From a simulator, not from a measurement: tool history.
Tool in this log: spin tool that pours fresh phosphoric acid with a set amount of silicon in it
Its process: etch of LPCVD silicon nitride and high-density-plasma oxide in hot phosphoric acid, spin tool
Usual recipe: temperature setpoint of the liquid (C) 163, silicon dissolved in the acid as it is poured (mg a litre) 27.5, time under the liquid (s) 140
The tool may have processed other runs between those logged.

run	hour	temperature setpoint of the liquid (C)	silicon dissolved in the acid as it is poured (mg a litre)	time under the liquid (s)	wafers since the last listed run	hours since the thermometer was replaced	hours since the dissolved silicon flow meter was replaced	hours since the heated supply line was repaired	hours since the gauge calibration	read-back film thickness of the LPCVD silicon nitride reference wafer, read on the same gauge (nm)	read-back film thickness of the high-density-plasma oxide reference wafer, read on the same gauge (nm)	thickness taken off the LPCVD silicon nitride on a monitor wafer (Å)	thickness taken off the high-density-plasma oxide on a monitor wafer (Å)
1	0	163	27.5	140	0	1388.9	919.3	2826	346.5	142.67	71.358	146.4	3.21
# hour 12.4: gauge calibrated
2	35.7	163	27.5	140	372	1424.6	955	2861.7	23.3	140.55	70.247	142.8	2.89
3	75.1	163	27.5	140	410	1464	994.4	2901.1	62.7	141.01	70.518	143	3.18
4	129.3	163	27.5	140	564	1518.2	1048.6	2955.3	116.9	141.51	70.742	144.7	3.44
5	179.8	163	27.5	80	526	1568.7	1099.1	3005.8	167.4	141.82	70.928	82.8	1.97
6	227.2	163	27.5	80	494	1616.1	1146.5	3053.2	214.8	142.03	70.98	83.3	2.03
7	289.4	163	27.5	80	648	1678.3	1208.7	3115.4	277	142.15	71.066	82.7	1.71
8	325.4	161.5	44	60	375	1714.3	1244.7	3151.4	313	142.28	71.123	59.5	0.51
9	419.7	163	27.5	140	982	1808.6	1339	3245.7	407.3	142.33	71.169	145.5	3.18
# hour 441.5: heated supply line repaired
# hour 446.3: dissolved silicon flow meter replaced
# hour 448.3: gauge calibrated
10	469.6	163	27.5	100	499	1858.5	23.3	28.1	21.3	140.57	70.302	101.9	2.29
# hour 478: thermometer replaced
11	514.6	162	37.5	70	458	36.6	68.3	73.1	66.3	141.19	70.576	69.1	0.98
12	586	163	42.5	105	744	108	139.7	144.5	137.7	141.7	70.87	109.4	1.17
13	614.3	161	37.5	195	294	136.3	168	172.8	166	141.86	70.953	189.2	2.95
14	652.5	163	41.5	185	398	174.5	206.2	211	204.2	142	71.013	192.6	2.29

What was the tool's hidden state at every run in the log?
liquid hotter than its thermometer reads (K): 0 on each run
dissolved silicon flow below the setpoint (%): 0 on each run
temperature lost on the way to the wafer (K): 0 on each run
H1: gauge reads high (%)
run	H1
1	1.93
2	0.372
3	0.73
4	1.07
5	1.29
6	1.42
7	1.54
8	1.59
9	1.66
10	0.409
11	0.816
12	1.23
13	1.34
14	1.46
